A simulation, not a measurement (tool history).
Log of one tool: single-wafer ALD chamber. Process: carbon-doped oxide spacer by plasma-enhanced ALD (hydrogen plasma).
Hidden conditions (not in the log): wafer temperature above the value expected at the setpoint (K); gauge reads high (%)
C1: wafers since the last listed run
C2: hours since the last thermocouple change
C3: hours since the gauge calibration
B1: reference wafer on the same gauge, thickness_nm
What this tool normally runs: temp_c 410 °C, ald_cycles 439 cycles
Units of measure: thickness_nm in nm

run 1 hour=0.0 | temp_c=410 ald_cycles=439 | C1=0 C2=1754.9 C3=587.1 | B1=23.898 | thickness_nm=20.743
run 2 hour=28.0 | temp_c=410 ald_cycles=439 | C1=32 C2=1782.9 C3=615.1 | B1=23.892 | thickness_nm=20.829
run 3 hour=65.4 | temp_c=410 ald_cycles=439 | C1=42 C2=1820.3 C3=652.5 | B1=23.823 | thickness_nm=20.719
run 4 hour=91.7 | temp_c=406 ald_cycles=439 | C1=30 C2=1846.6 C3=678.8 | B1=23.796 | thickness_nm=21.021
run 5 hour=262.2 | temp_c=406 ald_cycles=439 | C1=194 C2=2017.1 C3=849.3 | B1=23.649 | thickness_nm=20.716
run 6 hour=322.6 | temp_c=406 ald_cycles=439 | C1=69 C2=2077.5 C3=909.7 | B1=23.609 | thickness_nm=20.614
run 7 hour=365.9 | temp_c=421 ald_cycles=439 | C1=49 C2=2120.8 C3=953.0 | B1=23.578 | thickness_nm=19.793
run 8 hour=432.3 | temp_c=410 ald_cycles=459 | C1=75 C2=2187.2 C3=1019.4 | B1=23.509 | thickness_nm=21.404
run 9 hour=475.8 | temp_c=410 ald_cycles=459 | C1=49 C2=2230.7 C3=1062.9 | B1=23.423 | thickness_nm=21.208
run 10 hour=534.3 | temp_c=400 ald_cycles=439 | C1=66 C2=2289.2 C3=1121.4 | B1=23.396 | thickness_nm=20.738
run 11 hour=570.5 | temp_c=410 ald_cycles=439 | C1=41 C2=2325.4 C3=1157.6 | B1=23.332 | thickness_nm=20.271
-- hour=580.9 gauge calibrated
run 12 hour=629.5 | temp_c=410 ald_cycles=439 | C1=67 C2=2384.4 C3=48.6 | B1=24.442 | thickness_nm=21.314
-- hour=683.1 thermocouple changed; heater temperature recalibrated
run 13 hour=797.9 | temp_c=399 ald_cycles=510 | C1=183 C2=114.8 C3=217.0 | B1=24.316 | thickness_nm=25.024
run 14 hour=849.4 | temp_c=419 ald_cycles=506 | C1=58 C2=166.3 C3=268.5 | B1=24.219 | thickness_nm=23.684
run 15 hour=891.8 | temp_c=403 ald_cycles=385 | C1=48 C2=208.7 C3=310.9 | B1=24.222 | thickness_nm=18.780
run 16 hour=946.8 | temp_c=414 ald_cycles=508 | C1=62 C2=263.7 C3=365.9 | B1=24.120 | thickness_nm=24.150
run 17 hour=987.5 | temp_c=396 ald_cycles=439 | C1=46 C2=304.4 C3=406.6 | B1=24.111 | thickness_nm=21.546
run 18 hour=1091.6 | temp_c=398 ald_cycles=389 | C1=119 C2=408.5 C3=510.7 | B1=24.020 | thickness_nm=18.932

Predict each of these 4 candidate next runs independently; none follows another, all start after run 18:
run A hour=1092.7 | temp_c=410 ald_cycles=439 | C1=1 C2=409.6 C3=511.8 | B1=? | thickness_nm=?
run B hour=1092.7 | temp_c=397 ald_cycles=471 | C1=1 C2=409.6 C3=511.8 | B1=? | thickness_nm=?
run C hour=1092.7 | temp_c=397 ald_cycles=388 | C1=1 C2=409.6 C3=511.8 | B1=? | thickness_nm=?
run D hour=1092.7 | temp_c=406 ald_cycles=415 | C1=1 C2=409.6 C3=511.8 | B1=? | thickness_nm=?

run=A B1=24.055 thickness_nm=20.862
run=B B1=24.055 thickness_nm=23.075
run=C B1=24.055 thickness_nm=19.009
run=D B1=24.055 thickness_nm=19.937
Take away the tool's hidden state, keep each run's random variation, and the runs would have read:
run=A thickness_nm=21.081
run=B thickness_nm=23.317
run=C thickness_nm=19.208
run=D thickness_nm=20.146

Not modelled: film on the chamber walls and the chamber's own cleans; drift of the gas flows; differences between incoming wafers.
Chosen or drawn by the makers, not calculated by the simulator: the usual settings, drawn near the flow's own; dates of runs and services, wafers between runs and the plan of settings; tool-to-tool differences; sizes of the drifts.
